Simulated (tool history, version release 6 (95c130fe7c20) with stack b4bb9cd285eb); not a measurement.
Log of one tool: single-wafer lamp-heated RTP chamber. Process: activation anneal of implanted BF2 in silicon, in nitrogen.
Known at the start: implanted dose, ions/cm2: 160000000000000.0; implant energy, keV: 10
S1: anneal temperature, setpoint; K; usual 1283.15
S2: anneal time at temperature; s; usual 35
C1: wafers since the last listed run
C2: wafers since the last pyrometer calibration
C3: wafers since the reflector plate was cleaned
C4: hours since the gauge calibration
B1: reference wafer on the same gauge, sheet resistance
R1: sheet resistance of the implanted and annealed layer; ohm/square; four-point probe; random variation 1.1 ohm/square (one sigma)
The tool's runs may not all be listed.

{"run": 1, "hour": 0.0, "S1": 1283.15, "S2": 35, "C1": 0, "C2": 2756, "C3": 1861, "C4": 405.3, "B1": 750.21, "R1": 754.37}
{"run": 2, "hour": 65.1, "S1": 1283.15, "S2": 35, "C1": 1105, "C2": 3861, "C3": 2967, "C4": 470.4, "B1": 751.09, "R1": 753.23}
{"run": 3, "hour": 106.8, "S1": 1283.15, "S2": 35, "C1": 708, "C2": 4569, "C3": 3675, "C4": 512.1, "B1": 750.44, "R1": 751.03}
{"hour": 134.7, "done": "reflector plate cleaned"}
{"hour": 197.5, "done": "pyrometer window cleaned and pyrometer calibrated"}
{"run": 4, "hour": 201.0, "S1": 1283.15, "S2": 35, "C1": 1327, "C2": 59, "C3": 990, "C4": 606.3, "B1": 751.19, "R1": 757.36}
{"run": 5, "hour": 284.2, "S1": 1283.15, "S2": 35, "C1": 1412, "C2": 1472, "C3": 2402, "C4": 689.5, "B1": 750.97, "R1": 752.4}
{"run": 6, "hour": 325.9, "S1": 1283.15, "S2": 35, "C1": 708, "C2": 2180, "C3": 3110, "C4": 731.2, "B1": 751.18, "R1": 754.87}
{"hour": 335.5, "done": "reflector plate cleaned"}
{"run": 7, "hour": 397.2, "S1": 1283.15, "S2": 35, "C1": 1074, "C2": 3254, "C3": 1047, "C4": 802.5, "B1": 751.13, "R1": 754.41}
{"run": 8, "hour": 473.4, "S1": 1268.15, "S2": 45, "C1": 1293, "C2": 4548, "C3": 2341, "C4": 878.7, "B1": 750.81, "R1": 753.68}
{"run": 9, "hour": 560.2, "S1": 1256.15, "S2": 15, "C1": 1473, "C2": 6022, "C3": 3815, "C4": 965.5, "B1": 750.96, "R1": 781.5}
{"hour": 570.1, "done": "pyrometer window cleaned and pyrometer calibrated"}
{"hour": 579.3, "done": "gauge calibrated"}
{"hour": 580.9, "done": "reflector plate cleaned"}
{"run": 10, "hour": 645.2, "S1": 1283.15, "S2": 56, "C1": 1171, "C2": 1139, "C3": 1090, "C4": 65.9, "B1": 751.4, "R1": 742.91}
{"run": 11, "hour": 767.6, "S1": 1283.15, "S2": 54, "C1": 2078, "C2": 3217, "C3": 3169, "C4": 188.3, "B1": 751.01, "R1": 740.0}
{"hour": 802.6, "done": "reflector plate cleaned"}
{"run": 12, "hour": 810.4, "S1": 1283.15, "S2": 35, "C1": 590, "C2": 3808, "C3": 132, "C4": 231.1, "B1": 751.73, "R1": 756.41}
{"run": 13, "hour": 888.5, "S1": 1265.15, "S2": 35, "C1": 1326, "C2": 5134, "C3": 1458, "C4": 309.2, "B1": 750.41, "R1": 759.56}
{"run": 14, "hour": 953.3, "S1": 1283.15, "S2": 35, "C1": 1100, "C2": 6234, "C3": 2559, "C4": 374.0, "B1": 751.12, "R1": 749.11}
{"hour": 982.0, "done": "pyrometer window cleaned and pyrometer calibrated"}
{"run": 15, "hour": 1016.9, "S1": 1259.15, "S2": 29, "C1": 944, "C2": 592, "C3": 3503, "C4": 437.6, "B1": 751.54, "R1": 770.57}

The tool's hidden state at each run:
gauge reads high (%): 0 in every run
H1: true wafer temperature minus pyrometer reading, K
H2: wafer temperature error from the tarnished reflector plate, K
run=1 H1=2.95 H2=7.1
run=2 H1=5.31 H2=8.28
run=3 H1=7.21 H2=8.65
run=4 H1=2.51 H2=5.37
run=5 H1=3.18 H2=7.73
run=6 H1=3.98 H2=8.25
run=7 H1=6.07 H2=4.59
run=8 H1=9.3 H2=6.98
run=9 H1=14.2 H2=7.95
run=10 H1=2.01 H2=5.11
run=11 H1=4.99 H2=8.04
run=12 H1=6.66 H2=0.876
run=13 H1=10.6 H2=5.67
run=14 H1=14.6 H2=7.26
run=15 H1=0.339 H2=7.95

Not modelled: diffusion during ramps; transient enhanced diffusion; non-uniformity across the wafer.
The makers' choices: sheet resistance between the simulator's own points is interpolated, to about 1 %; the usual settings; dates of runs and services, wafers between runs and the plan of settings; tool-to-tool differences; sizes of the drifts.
